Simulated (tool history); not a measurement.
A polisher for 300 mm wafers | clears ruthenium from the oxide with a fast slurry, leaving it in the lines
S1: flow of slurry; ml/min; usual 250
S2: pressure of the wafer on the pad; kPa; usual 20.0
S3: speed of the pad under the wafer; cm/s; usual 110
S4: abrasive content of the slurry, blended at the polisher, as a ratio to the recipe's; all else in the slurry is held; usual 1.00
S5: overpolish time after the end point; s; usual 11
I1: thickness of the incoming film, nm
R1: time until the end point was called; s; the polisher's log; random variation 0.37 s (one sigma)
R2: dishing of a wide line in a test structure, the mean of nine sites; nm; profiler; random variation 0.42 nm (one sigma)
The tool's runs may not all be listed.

run 1 hour=0.0 | S1=250 S2=20.0 S3=134 S4=1.00 S5=11 | I1=157.8 | R1=31.0 R2=37.0
run 2 hour=13.7 | S1=250 S2=20.0 S3=134 S4=1.00 S5=11 | I1=158.3 | R1=30.2 R2=37.1
run 3 hour=22.9 | S1=250 S2=20.0 S3=122 S4=1.00 S5=11 | I1=162.1 | R1=34.2 R2=34.1
-- hour=35.0 slurry blender recalibrated
run 4 hour=39.2 | S1=250 S2=20.0 S3=122 S4=1.00 S5=11 | I1=160.5 | R1=34.3 R2=34.3
run 5 hour=52.4 | S1=250 S2=24.8 S3=110 S4=1.25 S5=15 | I1=160.1 | R1=26.8 R2=51.5
run 6 hour=78.0 | S1=250 S2=20.0 S3=110 S4=1.00 S5=18 | I1=160.7 | R1=37.9 R2=45.5
-- hour=83.6 head pressure recalibrated
run 7 hour=89.7 | S1=250 S2=20.0 S3=110 S4=1.00 S5=11 | I1=160.7 | R1=33.9 R2=35.0
run 8 hour=97.8 | S1=250 S2=20.0 S3=110 S4=1.00 S5=11 | I1=159.7 | R1=33.9 R2=34.2
run 9 hour=106.1 | S1=195 S2=20.0 S3=110 S4=0.75 S5=11 | I1=159.3 | R1=43.7 R2=28.0
-- hour=114.7 slurry nozzle cleaned
run 10 hour=118.8 | S1=275 S2=20.0 S3=110 S4=1.00 S5=11 | I1=161.5 | R1=33.6 R2=35.0
-- hour=127.4 worn pad replaced by a new one
run 11 hour=128.7 | S1=250 S2=20.0 S3=110 S4=1.00 S5=11 | I1=163.3 | R1=34.7 R2=34.7
run 12 hour=137.3 | S1=250 S2=20.0 S3=110 S4=1.30 S5=11 | I1=158.8 | R1=29.3 R2=38.5
run 13 hour=154.1 | S1=250 S2=26.2 S3=88 S4=1.00 S5=7 | I1=162.6 | R1=32.2 R2=24.8
run 14 hour=163.0 | S1=225 S2=20.0 S3=136 S4=1.15 S5=17 | I1=159.5 | R1=26.2 R2=56.1
run 15 hour=178.6 | S1=195 S2=26.9 S3=110 S4=1.00 S5=11 | I1=161.5 | R1=26.3 R2=41.7
run 16 hour=190.1 | S1=250 S2=14.5 S3=110 S4=1.00 S5=11 | I1=157.7 | R1=45.9 R2=25.9
run 17 hour=205.6 | S1=250 S2=20.0 S3=110 S4=1.00 S5=11 | I1=160.7 | R1=33.5 R2=34.4
run 18 hour=219.6 | S1=225 S2=20.0 S3=110 S4=1.00 S5=11 | I1=162.1 | R1=35.2 R2=34.3
-- hour=239.1 worn pad replaced by a new one
run 19 hour=239.6 | S1=250 S2=20.0 S3=110 S4=1.00 S5=11 | I1=157.5 | R1=33.5 R2=33.8
run 20 hour=253.6 | S1=295 S2=17.9 S3=90 S4=0.70 S5=11 | I1=158.6 | R1=60.5 R2=21.6
run 21 hour=262.3 | S1=175 S2=22.8 S3=110 S4=1.00 S5=8 | I1=157.2 | R1=31.7 R2=27.9
run 22 hour=272.1 | S1=250 S2=20.0 S3=144 S4=1.00 S5=11 | I1=158.3 | R1=26.5 R2=42.1
run 23 hour=292.3 | S1=315 S2=20.0 S3=110 S4=1.00 S5=15 | I1=161.8 | R1=34.0 R2=43.4
run 24 hour=299.4 | S1=250 S2=17.9 S3=110 S4=1.00 S5=8 | I1=158.4 | R1=38.4 R2=24.0
run 25 hour=349.4 | S1=250 S2=26.2 S3=110 S4=1.00 S5=11 | I1=157.0 | R1=26.1 R2=41.5
run 26 hour=356.6 | S1=175 S2=20.0 S3=110 S4=1.00 S5=11 | I1=162.8 | R1=37.5 R2=32.3
-- hour=369.3 worn pad replaced by a new one
run 27 hour=369.8 | S1=250 S2=20.0 S3=110 S4=1.00 S5=11 | I1=160.1 | R1=35.1 R2=34.4
run 28 hour=382.0 | S1=250 S2=20.0 S3=94 S4=1.25 S5=15 | I1=159.7 | R1=35.9 R2=41.6
run 29 hour=403.6 | S1=250 S2=20.0 S3=90 S4=1.00 S5=8 | I1=163.7 | R1=43.1 R2=22.2

Forecast each of these 4 alternatives for the next run:
run A hour=404.0 | S1=250 S2=20.0 S3=110 S4=0.85 S5=11 | I1=159.7 | R1=? R2=?
run B hour=404.0 | S1=250 S2=22.1 S3=132 S4=0.80 S5=15 | I1=159.7 | R1=? R2=?
run C hour=404.0 | S1=250 S2=20.0 S3=142 S4=1.25 S5=11 | I1=159.7 | R1=? R2=?
run D hour=404.0 | S1=250 S2=24.1 S3=110 S4=1.00 S5=11 | I1=159.7 | R1=? R2=?

run=A R1=39.6 R2=31.1
run=B R1=31.7 R2=46.3
run=C R1=24.2 R2=45.0
run=D R1=29.2 R2=39.4
Without the tool's hidden state the same runs would have given:
run=A R1=39.0 R2=31.5
run=B R1=31.2 R2=46.7
run=C R1=23.9 R2=45.4
run=D R1=28.8 R2=39.8
